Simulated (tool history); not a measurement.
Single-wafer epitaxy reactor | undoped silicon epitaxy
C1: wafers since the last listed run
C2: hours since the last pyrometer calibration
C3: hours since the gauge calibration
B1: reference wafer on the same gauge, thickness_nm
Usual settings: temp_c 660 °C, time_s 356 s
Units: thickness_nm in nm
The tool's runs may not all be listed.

{"run": 1, "day": 0.0, "temp_c": 660, "time_s": 356, "C1": 0, "C2": 2550.6, "C3": 163.7, "B1": 87.341, "thickness_nm": 70.57}
{"run": 2, "day": 0.562, "temp_c": 660, "time_s": 356, "C1": 65, "C2": 2564.1, "C3": 177.2, "B1": 87.142, "thickness_nm": 70.152}
{"run": 3, "day": 0.829, "temp_c": 660, "time_s": 356, "C1": 30, "C2": 2570.5, "C3": 183.6, "B1": 87.353, "thickness_nm": 69.863}
{"run": 4, "day": 1.175, "temp_c": 660, "time_s": 356, "C1": 40, "C2": 2578.8, "C3": 191.9, "B1": 87.416, "thickness_nm": 69.742}
{"run": 5, "day": 1.904, "temp_c": 660, "time_s": 356, "C1": 84, "C2": 2596.3, "C3": 209.4, "B1": 87.288, "thickness_nm": 69.595}
{"run": 6, "day": 2.458, "temp_c": 660, "time_s": 356, "C1": 64, "C2": 2609.6, "C3": 222.7, "B1": 87.241, "thickness_nm": 69.429}
{"run": 7, "day": 2.858, "temp_c": 660, "time_s": 376, "C1": 46, "C2": 2619.2, "C3": 232.3, "B1": 87.322, "thickness_nm": 73.933}
{"run": 8, "day": 3.567, "temp_c": 660, "time_s": 376, "C1": 82, "C2": 2636.2, "C3": 249.3, "B1": 87.41, "thickness_nm": 73.548}
{"day": 4.35, "done": "pyrometer calibrated"}
{"run": 9, "day": 4.371, "temp_c": 660, "time_s": 376, "C1": 54, "C2": 0.5, "C3": 268.6, "B1": 87.292, "thickness_nm": 81.192}
{"run": 10, "day": 4.862, "temp_c": 660, "time_s": 329, "C1": 57, "C2": 12.3, "C3": 280.4, "B1": 87.367, "thickness_nm": 71.072}
{"run": 11, "day": 5.608, "temp_c": 660, "time_s": 329, "C1": 86, "C2": 30.2, "C3": 298.3, "B1": 87.25, "thickness_nm": 71.175}
{"run": 12, "day": 6.992, "temp_c": 660, "time_s": 371, "C1": 160, "C2": 63.4, "C3": 331.5, "B1": 87.309, "thickness_nm": 79.989}
{"run": 13, "day": 7.667, "temp_c": 650, "time_s": 395, "C1": 78, "C2": 79.6, "C3": 347.7, "B1": 87.349, "thickness_nm": 66.452}
{"day": 7.971, "done": "gauge calibrated"}
{"run": 14, "day": 8.412, "temp_c": 654, "time_s": 385, "C1": 86, "C2": 97.5, "C3": 10.6, "B1": 87.285, "thickness_nm": 71.904}
{"run": 15, "day": 8.862, "temp_c": 647, "time_s": 314, "C1": 52, "C2": 108.3, "C3": 21.4, "B1": 87.149, "thickness_nm": 49.19}
{"run": 16, "day": 9.279, "temp_c": 660, "time_s": 356, "C1": 48, "C2": 118.3, "C3": 31.4, "B1": 87.376, "thickness_nm": 76.745}
{"run": 17, "day": 9.679, "temp_c": 672, "time_s": 356, "C1": 46, "C2": 127.9, "C3": 41, "B1": 87.336, "thickness_nm": 102.446}
{"run": 18, "day": 10.079, "temp_c": 660, "time_s": 356, "C1": 46, "C2": 137.5, "C3": 50.6, "B1": 87.27, "thickness_nm": 76.682}
{"run": 19, "day": 10.592, "temp_c": 648, "time_s": 311, "C1": 59, "C2": 149.8, "C3": 62.9, "B1": 87.282, "thickness_nm": 50.048}
{"run": 20, "day": 10.908, "temp_c": 660, "time_s": 356, "C1": 36, "C2": 157.4, "C3": 70.5, "B1": 87.368, "thickness_nm": 77.375}
{"run": 21, "day": 11.308, "temp_c": 646, "time_s": 291, "C1": 46, "C2": 167, "C3": 80.1, "B1": 87.369, "thickness_nm": 44.489}
{"run": 22, "day": 11.579, "temp_c": 655, "time_s": 338, "C1": 31, "C2": 173.5, "C3": 86.6, "B1": 87.328, "thickness_nm": 64.909}
{"run": 23, "day": 12.225, "temp_c": 660, "time_s": 356, "C1": 75, "C2": 189, "C3": 102.1, "B1": 87.22, "thickness_nm": 76.659}
{"run": 24, "day": 13.267, "temp_c": 660, "time_s": 395, "C1": 121, "C2": 214, "C3": 127.1, "B1": 87.187, "thickness_nm": 84.91}

What the log doesn't show, run by run:
gauge reads high (%): 0 in every run
H1: wafer temperature above the value expected at the setpoint (K)
run=1 H1=-4.82
run=2 H1=-4.87
run=3 H1=-4.89
run=4 H1=-4.92
run=5 H1=-4.98
run=6 H1=-5.03
run=7 H1=-5.07
run=8 H1=-5.13
run=9 H1=-1.01
run=10 H1=-1.01
run=11 H1=-1.01
run=12 H1=-1.01
run=13 H1=-1.02
run=14 H1=-1.02
run=15 H1=-1.02
run=16 H1=-1.02
run=17 H1=-1.02
run=18 H1=-1.02
run=19 H1=-1.03
run=20 H1=-1.03
run=21 H1=-1.03
run=22 H1=-1.03
run=23 H1=-1.04
run=24 H1=-1.04

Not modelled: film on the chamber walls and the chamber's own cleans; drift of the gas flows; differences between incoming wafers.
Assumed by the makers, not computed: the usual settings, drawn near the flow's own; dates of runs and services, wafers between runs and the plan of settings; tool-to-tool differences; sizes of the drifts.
